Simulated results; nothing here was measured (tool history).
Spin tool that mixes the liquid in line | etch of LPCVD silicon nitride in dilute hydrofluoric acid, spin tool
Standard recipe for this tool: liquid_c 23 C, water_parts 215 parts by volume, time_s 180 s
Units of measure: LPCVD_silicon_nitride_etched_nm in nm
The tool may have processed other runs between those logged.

run    hour  liquid_c  water_parts  time_s  read-back film thickness of the LPCVD silicon nitride reference wafer, read on the same gauge (nm)  LPCVD_silicon_nitride_etched_nm
  1       0        23          270     180                                                                                             129.997                            0.335
  2    36.3        23          215     180                                                                                             129.998                            0.397
  3      78        23          215     180                                                                                             130.004                             0.39
  4   140.2        23          215     180                                                                                             129.985                            0.405
  5   286.5        23          215     180                                                                                             129.987                            0.399
  6     326        23          215     180                                                                                             129.998                             0.36
  7   350.1        23          215     180                                                                                                 130                            0.405
  8   419.6        23          215     180                                                                                             129.999                            0.392
      463.1  -- hydrofluoric acid flow meter replaced
  9   484.9        23          175     215                                                                                             130.026                            0.528
      540.1  -- thermometer replaced
 10   540.6        23          175     215                                                                                             129.999                            0.565
 11   610.5        23          175     215                                                                                             130.001                             0.55
 12   646.6        23          215     180                                                                                             129.975                            0.397
 13   711.4        27          215     130                                                                                              129.99                            0.342
 14   759.7        23          215     180                                                                                             130.007                             0.37
 15   830.5        27          215     130                                                                                              129.99                            0.388
 16   982.8        23          215     180                                                                                             130.013                            0.355
     1008.3  -- hydrofluoric acid flow meter replaced
 17  1015.3      20.5          215     180                                                                                             130.021                            0.309
 18  1072.8        23          215     180                                                                                             129.998                            0.409
 19  1101.9        23          320     180                                                                                             130.015                            0.261
       1129  -- gauge calibrated
 20  1151.9        20          170     240                                                                                             129.987                            0.533
 21  1189.1        23          215     180                                                                                             130.002                            0.336
 22  1240.9        21          165     140                                                                                             130.016                            0.352
 23  1308.4        23          255     115                                                                                             129.997                            0.214
     1311.5  -- thermometer replaced
 24  1343.6        23          215     235                                                                                             129.992                            0.465
 25  1404.2        23          215     180                                                                                             129.987                            0.373
 26    1469        23          250     255                                                                                             129.991                            0.488
 27  1503.9        23          215     180                                                                                             129.997                            0.358
     1527.3  -- hydrofluoric acid flow meter replaced
 28  1569.3      26.5          215     180                                                                                             130.006                            0.485
 29  1623.2        23          215     180                                                                                             129.991                            0.417
 30  1659.6        23          155     110                                                                                             129.993                            0.332
 31  1690.4        23          165     180                                                                                             129.973                            0.525
 32  1756.9        25          250     180                                                                                             130.004                            0.354
 33  1801.9        23          215     180                                                                                             130.005                            0.403

Each row is a separate what-if for the run after 33, all from the same tool condition, not one after another. Results?
  A  1802.4      25.5          215     180                                                                                                   ?                                ?
  B  1802.4        23          160     245                                                                                                   ?                                ?
  C  1802.4      27.5          160     125                                                                                                   ?                                ?

run  read-back film thickness of the LPCVD silicon nitride reference wafer, read on the same gauge (nm)  LPCVD_silicon_nitride_etched_nm
  A                                                                                             129.992                            0.445
  B                                                                                             129.992                            0.693
  C                                                                                             129.992                            0.471
With the hidden condition removed and each run's random variation left untouched, the same runs would have given:
run  LPCVD_silicon_nitride_etched_nm
  A                            0.445
  B                            0.693
  C                            0.471
